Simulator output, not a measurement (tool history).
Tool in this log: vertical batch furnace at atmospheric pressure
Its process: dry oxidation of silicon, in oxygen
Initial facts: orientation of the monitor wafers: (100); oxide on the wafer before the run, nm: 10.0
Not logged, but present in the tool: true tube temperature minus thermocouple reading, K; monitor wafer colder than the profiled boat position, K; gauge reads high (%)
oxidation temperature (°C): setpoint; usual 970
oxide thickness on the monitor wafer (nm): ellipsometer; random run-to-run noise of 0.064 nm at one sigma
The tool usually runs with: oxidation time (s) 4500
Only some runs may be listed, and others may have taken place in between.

run,hour,oxidation temperature (°C),oxidation time (s),wafers since the last listed run,hours since the last temperature calibration,hours since the boat lift was adjusted,hours since the gauge calibration,"read-back reference wafer on the same gauge, thickness",oxide thickness on the monitor wafer (nm)
1,0,970,3540,0,2578.1,3130.2,107.5,49.39,37.99
2,15.8,970,4500,115,2593.9,3146,123.3,49.41,44.01
3,57.2,970,4500,301,2635.3,3187.4,164.7,49.4,43.95
4,84.7,970,4500,200,2662.8,3214.9,192.2,49.4,43.89
5,107.8,970,5520,168,2685.9,3238,215.3,49.41,50.06
6,120.4,970,5520,91,2698.5,3250.6,227.9,49.38,50.15
7,130.4,970,5520,72,2708.5,3260.6,237.9,49.4,50.03
8,149.3,970,4500,137,2727.4,3279.5,256.8,49.41,43.96
# hour 182.7: thermocouples replaced and temperature profile calibrated
9,183.2,970,4500,72,0.5,3313.4,290.7,49.4,42.54
10,188.8,970,4500,40,6.1,3319,296.3,49.4,42.7
11,194.3,980,3840,40,11.6,3324.5,301.8,49.4,41.33
12,199.9,951,4500,40,17.2,3330.1,307.4,49.39,36.99
13,207.5,951,4500,55,24.8,3337.7,315,49.4,37.06
14,215.9,952,4500,61,33.2,3346.1,323.4,49.4,37.35
15,230,963,2670,102,47.3,3360.2,337.5,49.39,30.09
16,250.7,957,6030,150,68,3380.9,358.2,49.41,46.91
17,266.5,970,4500,115,83.8,3396.7,374,49.4,42.77
18,283.3,970,4500,122,100.6,3413.5,390.8,49.4,42.74
19,304.5,970,5520,154,121.8,3434.7,412,49.4,48.76
# hour 325.6: gauge calibrated
# hour 342.9: boat lift adjusted
20,343.4,970,4500,108,160.7,0.5,17.8,49.4,42.92
21,349,994,4500,40,166.3,6.1,23.4,49.38,51.58
22,354.5,982,4500,40,171.8,11.6,28.9,49.39,46.64
23,360.1,992,5310,40,177.4,17.2,34.5,49.4,56.51
24,366.1,958,6690,43,183.4,23.2,40.5,49.4,50.87
25,386.1,970,4500,145,203.4,43.2,60.5,49.38,42.93
26,408.8,970,4500,165,226.1,65.9,83.2,49.41,42.87
27,426.5,954,6600,129,243.8,83.6,100.9,49.4,48.73
28,447.3,950,2790,151,264.6,104.4,121.7,49.4,28.13

For some of the steps in oxide thickness on the monitor wafer (nm) from one run to the next: how much would appear even if the tool had no hidden state, given the settings, what came in and random variation, and how much remains for the hidden state plus any gauge scatter that the measured result and the result without hidden state don't share?
Run 8 -> 9: thermocouples replaced and temperature profile calibrated. oxide thickness on the monitor wafer (nm) -1.42: hidden state -1.39, all else -0.03.
Run 15 -> 16: oxidation temperature (°C) 963 -> 957, oxidation time (s) 2670 -> 6030. oxide thickness on the monitor wafer (nm) +16.82: hidden state +0.22, all else +16.6.
Run 20 -> 21: oxidation temperature (°C) 970 -> 994. oxide thickness on the monitor wafer (nm) +8.66: hidden state +0.3, all else +8.36.
Run 27 -> 28: oxidation temperature (°C) 954 -> 950, oxidation time (s) 6600 -> 2790. oxide thickness on the monitor wafer (nm) -20.6: hidden state -0.3, all else -20.3.

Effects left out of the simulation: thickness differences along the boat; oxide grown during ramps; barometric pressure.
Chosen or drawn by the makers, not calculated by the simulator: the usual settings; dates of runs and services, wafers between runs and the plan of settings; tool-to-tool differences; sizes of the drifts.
